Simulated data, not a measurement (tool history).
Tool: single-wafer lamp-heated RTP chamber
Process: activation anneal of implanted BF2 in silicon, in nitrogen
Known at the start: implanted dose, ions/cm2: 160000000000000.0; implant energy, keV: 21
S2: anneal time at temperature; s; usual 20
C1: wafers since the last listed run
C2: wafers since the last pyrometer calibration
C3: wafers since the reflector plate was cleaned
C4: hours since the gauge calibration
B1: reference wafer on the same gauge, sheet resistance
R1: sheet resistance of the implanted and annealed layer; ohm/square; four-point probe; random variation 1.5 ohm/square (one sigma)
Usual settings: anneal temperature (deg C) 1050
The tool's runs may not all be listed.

{"run": 1, "hour": 0.0, "anneal temperature (deg C)": 1050, "S2": 26, "C1": 0, "C2": 6055, "C3": 5024, "C4": 2248.5, "B1": 532.45, "R1": 627.82}
{"run": 2, "hour": 57.5, "anneal temperature (deg C)": 1050, "S2": 26, "C1": 763, "C2": 6818, "C3": 5787, "C4": 2306, "B1": 532.14, "R1": 630.74}
{"hour": 101.1, "done": "reflector plate cleaned"}
{"hour": 136.8, "done": "pyrometer window cleaned and pyrometer calibrated"}
{"run": 3, "hour": 137.3, "anneal temperature (deg C)": 1050, "S2": 20, "C1": 846, "C2": 7, "C3": 374, "C4": 2385.8, "B1": 532.45, "R1": 633.66}
{"run": 4, "hour": 179.4, "anneal temperature (deg C)": 1050, "S2": 20, "C1": 558, "C2": 565, "C3": 932, "C4": 2427.9, "B1": 532.06, "R1": 634.48}
{"run": 5, "hour": 267.5, "anneal temperature (deg C)": 1050, "S2": 12, "C1": 1169, "C2": 1734, "C3": 2102, "C4": 2516, "B1": 532.02, "R1": 641.98}
{"run": 6, "hour": 329.6, "anneal temperature (deg C)": 1050, "S2": 12, "C1": 824, "C2": 2558, "C3": 2926, "C4": 2578.1, "B1": 532.2, "R1": 640.31}
{"run": 7, "hour": 431.6, "anneal temperature (deg C)": 1050, "S2": 11, "C1": 1353, "C2": 3912, "C3": 4279, "C4": 2680.1, "B1": 532.1, "R1": 637.85}
{"run": 8, "hour": 493.1, "anneal temperature (deg C)": 1050, "S2": 20, "C1": 816, "C2": 4728, "C3": 5095, "C4": 2741.6, "B1": 531.9, "R1": 635.86}
{"run": 9, "hour": 554.9, "anneal temperature (deg C)": 1050, "S2": 20, "C1": 820, "C2": 5548, "C3": 5915, "C4": 2803.4, "B1": 531.88, "R1": 634.49}
{"hour": 603.9, "done": "reflector plate cleaned"}
{"run": 10, "hour": 646.1, "anneal temperature (deg C)": 1050, "S2": 20, "C1": 1104, "C2": 6652, "C3": 560, "C4": 2894.6, "B1": 532.1, "R1": 636.21}
{"run": 11, "hour": 724.3, "anneal temperature (deg C)": 1064, "S2": 23, "C1": 1037, "C2": 7690, "C3": 1597, "C4": 2972.8, "B1": 532.11, "R1": 630.88}
{"hour": 812.7, "done": "pyrometer window cleaned and pyrometer calibrated"}
{"run": 12, "hour": 834.1, "anneal temperature (deg C)": 1064, "S2": 23, "C1": 1350, "C2": 283, "C3": 2948, "C4": 3082.6, "B1": 532.2, "R1": 627.79}
{"run": 13, "hour": 892.6, "anneal temperature (deg C)": 1050, "S2": 20, "C1": 776, "C2": 1059, "C3": 3725, "C4": 3141.1, "B1": 531.93, "R1": 635.18}
{"hour": 919.2, "done": "gauge calibrated"}
{"run": 14, "hour": 961.4, "anneal temperature (deg C)": 1050, "S2": 20, "C1": 912, "C2": 1972, "C3": 4637, "C4": 42.2, "B1": 532.17, "R1": 636.39}
{"hour": 1050.0, "done": "reflector plate cleaned"}
{"run": 15, "hour": 1052.7, "anneal temperature (deg C)": 1050, "S2": 20, "C1": 1105, "C2": 3077, "C3": 35, "C4": 133.5, "B1": 531.92, "R1": 633.52}
{"run": 16, "hour": 1105.5, "anneal temperature (deg C)": 1050, "S2": 20, "C1": 700, "C2": 3778, "C3": 736, "C4": 186.3, "B1": 531.91, "R1": 634.94}
{"run": 17, "hour": 1153.1, "anneal temperature (deg C)": 1029, "S2": 20, "C1": 631, "C2": 4410, "C3": 1367, "C4": 233.9, "B1": 532.03, "R1": 639.07}
{"run": 18, "hour": 1244.8, "anneal temperature (deg C)": 1058, "S2": 20, "C1": 1216, "C2": 5627, "C3": 2584, "C4": 325.6, "B1": 531.81, "R1": 631.07}
{"run": 19, "hour": 1308.4, "anneal temperature (deg C)": 1050, "S2": 20, "C1": 843, "C2": 6471, "C3": 3428, "C4": 389.2, "B1": 531.55, "R1": 633.67}
{"run": 20, "hour": 1355.4, "anneal temperature (deg C)": 1050, "S2": 26, "C1": 623, "C2": 7094, "C3": 4052, "C4": 436.2, "B1": 531.8, "R1": 628.56}
{"hour": 1418.2, "done": "pyrometer window cleaned and pyrometer calibrated"}
{"run": 21, "hour": 1422.6, "anneal temperature (deg C)": 1050, "S2": 20, "C1": 785, "C2": 59, "C3": 4837, "C4": 503.4, "B1": 532.1, "R1": 631.61}
{"run": 22, "hour": 1500.2, "anneal temperature (deg C)": 1050, "S2": 14, "C1": 1029, "C2": 1088, "C3": 5867, "C4": 581, "B1": 531.99, "R1": 638.12}
{"run": 23, "hour": 1544.8, "anneal temperature (deg C)": 1050, "S2": 20, "C1": 591, "C2": 1680, "C3": 6459, "C4": 625.6, "B1": 531.99, "R1": 633.8}
{"hour": 1599.5, "done": "reflector plate cleaned"}
{"run": 24, "hour": 1642.5, "anneal temperature (deg C)": 1075, "S2": 10, "C1": 1190, "C2": 2870, "C3": 570, "C4": 723.3, "B1": 531.79, "R1": 639.44}
{"run": 25, "hour": 1697.2, "anneal temperature (deg C)": 1073, "S2": 20, "C1": 725, "C2": 3596, "C3": 1296, "C4": 778, "B1": 531.87, "R1": 627.71}
{"run": 26, "hour": 1792.6, "anneal temperature (deg C)": 1073, "S2": 20, "C1": 1265, "C2": 4862, "C3": 2562, "C4": 873.4, "B1": 532.29, "R1": 628.51}
{"run": 27, "hour": 1856.6, "anneal temperature (deg C)": 1050, "S2": 20, "C1": 849, "C2": 5711, "C3": 3411, "C4": 937.4, "B1": 531.55, "R1": 636.11}
{"run": 28, "hour": 1910.6, "anneal temperature (deg C)": 1023, "S2": 20, "C1": 716, "C2": 6428, "C3": 4127, "C4": 991.4, "B1": 532.08, "R1": 638.95}
{"hour": 1976.9, "done": "pyrometer window cleaned and pyrometer calibrated"}
{"run": 29, "hour": 2013.5, "anneal temperature (deg C)": 1073, "S2": 29, "C1": 1259, "C2": 486, "C3": 5387, "C4": 1094.3, "B1": 531.91, "R1": 619.64}
{"hour": 2095.7, "done": "reflector plate cleaned"}
{"run": 30, "hour": 2109.0, "anneal temperature (deg C)": 1060, "S2": 10, "C1": 1161, "C2": 1647, "C3": 176, "C4": 1189.8, "B1": 531.69, "R1": 642.15}
{"run": 31, "hour": 2175.7, "anneal temperature (deg C)": 1032, "S2": 23, "C1": 885, "C2": 2532, "C3": 1061, "C4": 1256.5, "B1": 531.94, "R1": 639.71}
{"run": 32, "hour": 2217.1, "anneal temperature (deg C)": 1025, "S2": 20, "C1": 549, "C2": 3081, "C3": 1610, "C4": 1297.9, "B1": 532.01, "R1": 638.52}
{"run": 33, "hour": 2441.5, "anneal temperature (deg C)": 1058, "S2": 27, "C1": 2977, "C2": 6059, "C3": 4588, "C4": 1522.3, "B1": 532.26, "R1": 626.6}
{"hour": 2530.5, "done": "reflector plate cleaned"}
{"run": 34, "hour": 2549.0, "anneal temperature (deg C)": 1050, "S2": 20, "C1": 1320, "C2": 7379, "C3": 245, "C4": 1629.8, "B1": 532.04, "R1": 633.06}

Hidden state at the last listed run before each entry between runs and at the first one after, where it differs:
Between runs 2 and 3: reflector plate cleaned (hour 101.1); pyrometer window cleaned and pyrometer calibrated (hour 136.8)
  no hidden state differs between the two runs
Between runs 9 and 10: reflector plate cleaned (hour 603.9)
  no hidden state differs between the two runs
Between runs 11 and 12: pyrometer window cleaned and pyrometer calibrated (hour 812.7)
  no hidden state differs between the two runs
Between runs 13 and 14: gauge calibrated (hour 919.2)
  no hidden state differs between the two runs
Between runs 14 and 15: reflector plate cleaned (hour 1050)
  no hidden state differs between the two runs
Between runs 20 and 21: pyrometer window cleaned and pyrometer calibrated (hour 1418.2)
  no hidden state differs between the two runs
Between runs 23 and 24: reflector plate cleaned (hour 1599.5)
  no hidden state differs between the two runs
Between runs 28 and 29: pyrometer window cleaned and pyrometer calibrated (hour 1976.9)
  no hidden state differs between the two runs
Between runs 29 and 30: reflector plate cleaned (hour 2095.7)
  no hidden state differs between the two runs
Between runs 33 and 34: reflector plate cleaned (hour 2530.5)
  no hidden state differs between the two runs
